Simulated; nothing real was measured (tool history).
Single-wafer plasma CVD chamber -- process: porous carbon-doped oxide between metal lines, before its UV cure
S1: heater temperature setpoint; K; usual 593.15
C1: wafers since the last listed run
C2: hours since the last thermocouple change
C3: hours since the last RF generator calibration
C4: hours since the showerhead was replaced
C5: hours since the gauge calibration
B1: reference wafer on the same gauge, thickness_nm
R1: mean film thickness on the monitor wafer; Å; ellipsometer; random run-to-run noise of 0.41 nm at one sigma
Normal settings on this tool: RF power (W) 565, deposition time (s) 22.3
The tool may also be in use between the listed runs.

run 1 hour=0 | S1=593.15 RF_power_(W)=565 deposition_time_(s)=22.3 | C1=0 C2=1227.2 C3=43.3 C4=5695.5 C5=997.2 | B1=106.991 | R1=1120.31
run 2 hour=81.1 | S1=593.15 RF_power_(W)=565 deposition_time_(s)=22.3 | C1=2640 C2=1308.3 C3=124.4 C4=5776.6 C5=1078.3 | B1=107.028 | R1=1117.27
run 3 hour=188.4 | S1=584.15 RF_power_(W)=565 deposition_time_(s)=22.3 | C1=3493 C2=1415.6 C3=231.7 C4=5883.9 C5=1185.6 | B1=107.059 | R1=1159.08
run 4 hour=261 | S1=584.15 RF_power_(W)=565 deposition_time_(s)=22.3 | C1=2364 C2=1488.2 C3=304.3 C4=5956.5 C5=1258.2 | B1=106.946 | R1=1152.28
run 5 hour=300.7 | S1=584.15 RF_power_(W)=565 deposition_time_(s)=22.3 | C1=1292 C2=1527.9 C3=344 C4=5996.2 C5=1297.9 | B1=106.984 | R1=1156.08
run 6 hour=337.7 | S1=593.15 RF_power_(W)=565 deposition_time_(s)=22.3 | C1=1204 C2=1564.9 C3=381 C4=6033.2 C5=1334.9 | B1=107 | R1=1104.68
run 7 hour=417.1 | S1=593.15 RF_power_(W)=565 deposition_time_(s)=22.3 | C1=2585 C2=1644.3 C3=460.4 C4=6112.6 C5=1414.3 | B1=107.014 | R1=1102.7
run 8 hour=459.9 | S1=593.15 RF_power_(W)=565 deposition_time_(s)=22.3 | C1=1393 C2=1687.1 C3=503.2 C4=6155.4 C5=1457.1 | B1=106.892 | R1=1098.89
-- hour=471.6 gauge calibrated
run 9 hour=527.5 | S1=593.15 RF_power_(W)=565 deposition_time_(s)=22.3 | C1=2201 C2=1754.7 C3=570.8 C4=6223 C5=55.9 | B1=106.875 | R1=1102.32
run 10 hour=611.6 | S1=593.15 RF_power_(W)=565 deposition_time_(s)=22.3 | C1=2738 C2=1838.8 C3=654.9 C4=6307.1 C5=140 | B1=107.049 | R1=1099.19
run 11 hour=711.9 | S1=593.15 RF_power_(W)=565 deposition_time_(s)=22.3 | C1=3266 C2=1939.1 C3=755.2 C4=6407.4 C5=240.3 | B1=107.024 | R1=1092.52
-- hour=756.1 thermocouple changed; heater temperature recalibrated
run 12 hour=760.1 | S1=579.15 RF_power_(W)=485 deposition_time_(s)=22.3 | C1=1309 C2=4 C3=803.4 C4=6455.6 C5=288.5 | B1=107.049 | R1=1107.55
-- hour=790.7 RF generator calibrated
run 13 hour=847 | S1=579.15 RF_power_(W)=485 deposition_time_(s)=22.3 | C1=2569 C2=90.9 C3=56.3 C4=6542.5 C5=375.4 | B1=107.024 | R1=1125.68
run 14 hour=954.3 | S1=593.15 RF_power_(W)=565 deposition_time_(s)=22.3 | C1=3493 C2=198.2 C3=163.6 C4=6649.8 C5=482.7 | B1=106.968 | R1=1119.58
run 15 hour=1022.1 | S1=581.15 RF_power_(W)=615 deposition_time_(s)=18.8 | C1=2207 C2=266 C3=231.4 C4=6717.6 C5=550.5 | B1=106.991 | R1=1041.67
-- hour=1056.7 showerhead replaced
run 16 hour=1086 | S1=597.15 RF_power_(W)=565 deposition_time_(s)=18.8 | C1=1820 C2=329.9 C3=295.3 C4=29.3 C5=614.4 | B1=106.984 | R1=933.13
run 17 hour=1151 | S1=593.15 RF_power_(W)=665 deposition_time_(s)=19.4 | C1=2116 C2=394.9 C3=360.3 C4=94.3 C5=679.4 | B1=107.02 | R1=1058.42
run 18 hour=1256.1 | S1=582.15 RF_power_(W)=670 deposition_time_(s)=24.5 | C1=3422 C2=500 C3=465.4 C4=199.4 C5=784.5 | B1=107.059 | R1=1396.41
run 19 hour=1298.2 | S1=593.15 RF_power_(W)=660 deposition_time_(s)=22.3 | C1=1370 C2=542.1 C3=507.5 C4=241.5 C5=826.6 | B1=106.993 | R1=1200.86
run 20 hour=1346.4 | S1=601.15 RF_power_(W)=525 deposition_time_(s)=18.1 | C1=1569 C2=590.3 C3=555.7 C4=289.7 C5=874.8 | B1=106.899 | R1=841.89
run 21 hour=1392.7 | S1=593.15 RF_power_(W)=565 deposition_time_(s)=25.1 | C1=1507 C2=636.6 C3=602 C4=336 C5=921.1 | B1=107.053 | R1=1239.98

For each entry between runs, how does the tool's hidden state at the last listed run before it compare with that at the first listed run after it?
From run 8 to run 9: gauge calibrated (hour 471.6)
  wafer temperature above the value expected at the setpoint (K): 5.44 -> 5.64; delivered RF power above the setpoint (%): -3.96 -> -4.14
  difference, measured minus the result without the unlogged condition, R1: -48.97 -> -51.21 Å
From run 11 to run 12: thermocouple changed; heater temperature recalibrated (hour 756.1)
  wafer temperature above the value expected at the setpoint (K): 6.19 -> 1.5; delivered RF power above the setpoint (%): -4.48 -> -4.54
  difference, measured minus the result without the unlogged condition, R1: -55.47 -> -34.66 Å
From run 12 to run 13: RF generator calibrated (hour 790.7)
  wafer temperature above the value expected at the setpoint (K): 1.5 -> 1.76; delivered RF power above the setpoint (%): -4.54 -> -1.37
  difference, measured minus the result without the unlogged condition, R1: -34.66 -> -17.52 Å
From run 15 to run 16: showerhead replaced (hour 1056.7)
  wafer temperature above the value expected at the setpoint (K): 2.28 -> 2.47; delivered RF power above the setpoint (%): -3.04 -> -3.45
  difference, measured minus the result without the unlogged condition, R1: -27.32 -> -26.47 Å
